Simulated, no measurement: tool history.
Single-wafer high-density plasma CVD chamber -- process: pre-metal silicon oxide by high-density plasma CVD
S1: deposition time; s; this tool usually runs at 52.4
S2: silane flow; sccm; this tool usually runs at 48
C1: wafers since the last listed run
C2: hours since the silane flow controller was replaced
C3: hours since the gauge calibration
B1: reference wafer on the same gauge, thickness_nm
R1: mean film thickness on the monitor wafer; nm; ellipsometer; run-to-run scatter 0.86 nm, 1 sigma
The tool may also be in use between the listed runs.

Run 1, hour 0: usual settings; C1 0; C2 2056.4; C3 1269.4; B1 280.846. Result: R1 257.555 nm.
Run 2, hour 99.9: usual settings; C1 2422; C2 2156.3; C3 1369.3; B1 280.705. Result: R1 258.166 nm.
Run 3, hour 176.9: usual settings but S2 55 sccm; C1 1867; C2 2233.3; C3 1446.3; B1 281.092. Result: R1 298.41 nm.
Run 4, hour 251.6: usual settings but S2 52 sccm; C1 1811; C2 2308; C3 1521; B1 281.393. Result: R1 280.573 nm.
Run 5, hour 291.4: usual settings; C1 965; C2 2347.8; C3 1560.8; B1 281.131. Result: R1 260.704 nm.
Run 6, hour 335.2: usual settings but S1 44.4 s; C1 1062; C2 2391.6; C3 1604.6; B1 281.193. Result: R1 218.367 nm.
Run 7, hour 419.1: usual settings but S2 51 sccm; C1 2034; C2 2475.5; C3 1688.5; B1 280.947. Result: R1 278.267 nm.
Run 8, hour 485.5: usual settings but S2 51 sccm; C1 1610; C2 2541.9; C3 1754.9; B1 280.605. Result: R1 276.82 nm.
Run 9, hour 593.1: usual settings but S1 58.1 s; C1 2609; C2 2649.5; C3 1862.5; B1 280.588. Result: R1 290.96 nm.
Run 10, hour 678.8: usual settings but S1 58.1 s; C1 2078; C2 2735.2; C3 1948.2; B1 280.707. Result: R1 288.661 nm.
At hour 711.8: silane flow controller replaced.
Run 11, hour 730.7: usual settings but S1 44.7 s, S2 41 sccm; C1 1064; C2 18.9; C3 2000.1; B1 280.837. Result: R1 181.169 nm.
Run 12, hour 805.2: usual settings; C1 1806; C2 93.4; C3 2074.6; B1 280.656. Result: R1 248.86 nm.
Run 13, hour 905.5: usual settings; C1 2432; C2 193.7; C3 2174.9; B1 280.694. Result: R1 249.181 nm.
At hour 964.5: gauge calibrated.
Run 14, hour 968.1: usual settings; C1 1518; C2 256.3; C3 3.6; B1 280.888. Result: R1 249.627 nm.
Run 15, hour 1064.9: usual settings but S1 55.4 s, S2 40 sccm; C1 2347; C2 353.1; C3 100.4; B1 281.201. Result: R1 221.464 nm.
Run 16, hour 1158.5: usual settings but S1 44.3 s, S2 45 sccm; C1 2269; C2 446.7; C3 194; B1 280.853. Result: R1 197.581 nm.
Run 17, hour 1265.8: usual settings but S2 43 sccm; C1 2602; C2 554; C3 301.3; B1 281.697. Result: R1 224.663 nm.
Run 18, hour 1354.1: usual settings but S2 56 sccm; C1 2141; C2 642.3; C3 389.6; B1 280.426. Result: R1 292.972 nm.
Run 19, hour 1420.4: usual settings but S1 48.6 s; C1 1607; C2 708.6; C3 455.9; B1 280.689. Result: R1 235.201 nm.
Run 20, hour 1489: usual settings but S1 56.2 s, S2 41 sccm; C1 1663; C2 777.2; C3 524.5; B1 281.096. Result: R1 230.378 nm.
Run 21, hour 1555.4: usual settings but S1 59.9 s, S2 56 sccm; C1 1610; C2 843.6; C3 590.9; B1 280.996. Result: R1 336.682 nm.
Run 22, hour 1621: usual settings but S2 40 sccm; C1 1590; C2 909.2; C3 656.5; B1 281.033. Result: R1 209.774 nm.
Run 23, hour 1696.2: usual settings; C1 1823; C2 984.4; C3 731.7; B1 280.89. Result: R1 252.57 nm.
Run 24, hour 1749: usual settings but S1 55.8 s; C1 1280; C2 1037.2; C3 784.5; B1 281.39. Result: R1 269.807 nm.
Run 25, hour 1849.7: usual settings but S1 42.2 s, S2 53 sccm; C1 2442; C2 1137.9; C3 885.2; B1 280.795. Result: R1 226.881 nm.
Run 26, hour 1940.5: usual settings; C1 2202; C2 1228.7; C3 976; B1 280.474. Result: R1 254.5 nm.
Run 27, hour 2048: usual settings but S1 59.9 s, S2 56 sccm; C1 2607; C2 1336.2; C3 1083.5; B1 281.099. Result: R1 339.112 nm.
Run 28, hour 2120.2: usual settings but S1 48.4 s, S2 57 sccm; C1 1750; C2 1408.4; C3 1155.7; B1 280.916. Result: R1 279.449 nm.

Here are 5 independent what-if runs from the current tool condition. What would each one return?
Run A, hour 2120.6: usual settings; C1 9; C2 1408.8; C3 1156.1; B1 ?. Result: R1 ?.
Run B, hour 2120.6: usual settings but S1 44.5 s, S2 57 sccm; C1 9; C2 1408.8; C3 1156.1; B1 ?. Result: R1 ?.
Run C, hour 2120.6: usual settings but S1 43.3 s, S2 53 sccm; C1 9; C2 1408.8; C3 1156.1; B1 ?. Result: R1 ?.
Run D, hour 2120.6: usual settings but S1 55.6 s, S2 45 sccm; C1 9; C2 1408.8; C3 1156.1; B1 ?. Result: R1 ?.
Run E, hour 2120.6: usual settings but S1 56.2 s, S2 51 sccm; C1 9; C2 1408.8; C3 1156.1; B1 ?. Result: R1 ?.

run       B1       R1
  A  281.077  255.064
  B  281.077  257.224
  C  281.077  232.724
  D  281.077  253.726
  E  281.077  290.659
Stripped of hidden state, with their random variation kept, the same runs would have yielded:
run       R1
  A  249.327
  B  251.438
  C  227.489
  D  248.018
  E  284.121
